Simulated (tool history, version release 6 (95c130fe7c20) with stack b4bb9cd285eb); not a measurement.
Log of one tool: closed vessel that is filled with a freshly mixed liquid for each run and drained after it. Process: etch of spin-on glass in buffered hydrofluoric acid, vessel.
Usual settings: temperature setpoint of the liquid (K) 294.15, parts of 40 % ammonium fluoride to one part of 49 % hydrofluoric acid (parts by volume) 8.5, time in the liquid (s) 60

run    day  temperature setpoint of the liquid (K)  parts of 40 % ammonium fluoride to one part of 49 % hydrofluoric acid (parts by volume)  time in the liquid (s)  wafers since the last listed run  hours since the thermometer was replaced  hours since the hydrofluoric acid flow meter was replaced  hours since the gauge calibration  read-back film thickness of the spin-on glass reference wafer, read on the same gauge (nm)  thickness taken off the spin-on glass on a monitor wafer (nm)
  1  0.000                                  294.15                                                                                      8.5                      60                                 0                                    2414.7                                                      702.0                              107.3                                                                                       30.05                                                         177.84
  2  0.521                                  294.15                                                                                      8.5                      60                               910                                    2427.2                                                      714.5                              119.8                                                                                       30.00                                                         176.13
     0.679  -- gauge calibrated
  3  1.012                                  297.65                                                                                      5.5                      60                               859                                    2439.0                                                      726.3                                8.0                                                                                       30.00                                                         324.36
  4  1.692                                  297.65                                                                                      5.5                      60                              1187                                    2455.3                                                      742.6                               24.3                                                                                       30.01                                                         323.99
     2.825  -- thermometer replaced
  5  3.321                                  297.65                                                                                      5.5                      60                              2775                                      11.9                                                      781.7                               63.4                                                                                       30.03                                                         322.32
  6  3.742                                  294.15                                                                                      8.5                      60                               735                                      22.0                                                      791.8                               73.5                                                                                       29.94                                                         175.83
  7  4.058                                  294.15                                                                                      8.5                      60                               553                                      29.6                                                      799.4                               81.1                                                                                       30.04                                                         174.62
  8  4.708                                  297.65                                                                                      5.5                      60                              1136                                      45.2                                                      815.0                               96.7                                                                                       30.04                                                         319.00
  9  5.125                                  291.15                                                                                     11.5                      60                               728                                      55.2                                                      825.0                              106.7                                                                                       30.02                                                         110.93
     5.254  -- hydrofluoric acid flow meter replaced
 10  5.546                                  296.15                                                                                      8.5                      45                               662                                      65.3                                                        7.0                              116.8                                                                                       30.00                                                         163.20
     5.979  -- gauge calibrated
 11  6.200                                  295.65                                                                                     10.5                      45                              1143                                      81.0                                                       22.7                                5.3                                                                                       29.98                                                         132.99
 12  6.562                                  294.15                                                                                      8.5                      45                               633                                      89.7                                                       31.4                               14.0                                                                                       29.98                                                         145.88
 13  7.025                                  296.15                                                                                      8.5                      75                               808                                     100.8                                                       42.5                               25.1                                                                                       29.98                                                         271.11
 14  7.712                                  292.65                                                                                      8.5                      60                              1201                                     117.3                                                       59.0                               41.6                                                                                       30.04                                                         178.00

5 ways to go on from here, each from the tool as it stands after run 14. What would each give?
  A  7.742                                  290.15                                                                                      8.5                      60                                50                                     118.0                                                       59.7                               42.3                                                                                           ?                                                              ?
  B  7.742                                  292.15                                                                                      6.5                      60                                50                                     118.0                                                       59.7                               42.3                                                                                           ?                                                              ?
  C  7.742                                  296.65                                                                                      5.0                      85                                50                                     118.0                                                       59.7                               42.3                                                                                           ?                                                              ?
  D  7.742                                  294.15                                                                                      8.5                      50                                50                                     118.0                                                       59.7                               42.3                                                                                           ?                                                              ?
  E  7.742                                  291.15                                                                                      7.5                      35                                50                                     118.0                                                       59.7                               42.3                                                                                           ?                                                              ?

run  read-back film thickness of the spin-on glass reference wafer, read on the same gauge (nm)  thickness taken off the spin-on glass on a monitor wafer (nm)
  A                                                                                       29.96                                                         154.96
  B                                                                                       29.96                                                         228.88
  C                                                                                       29.96                                                         520.52
  D                                                                                       29.96                                                         161.78
  E                                                                                       29.96                                                         109.60
Without the tool's hidden state the same runs would have given:
run  thickness taken off the spin-on glass on a monitor wafer (nm)
  A                                                         156.57
  B                                                         230.78
  C                                                         524.64
  D                                                         163.45
  E                                                         110.72
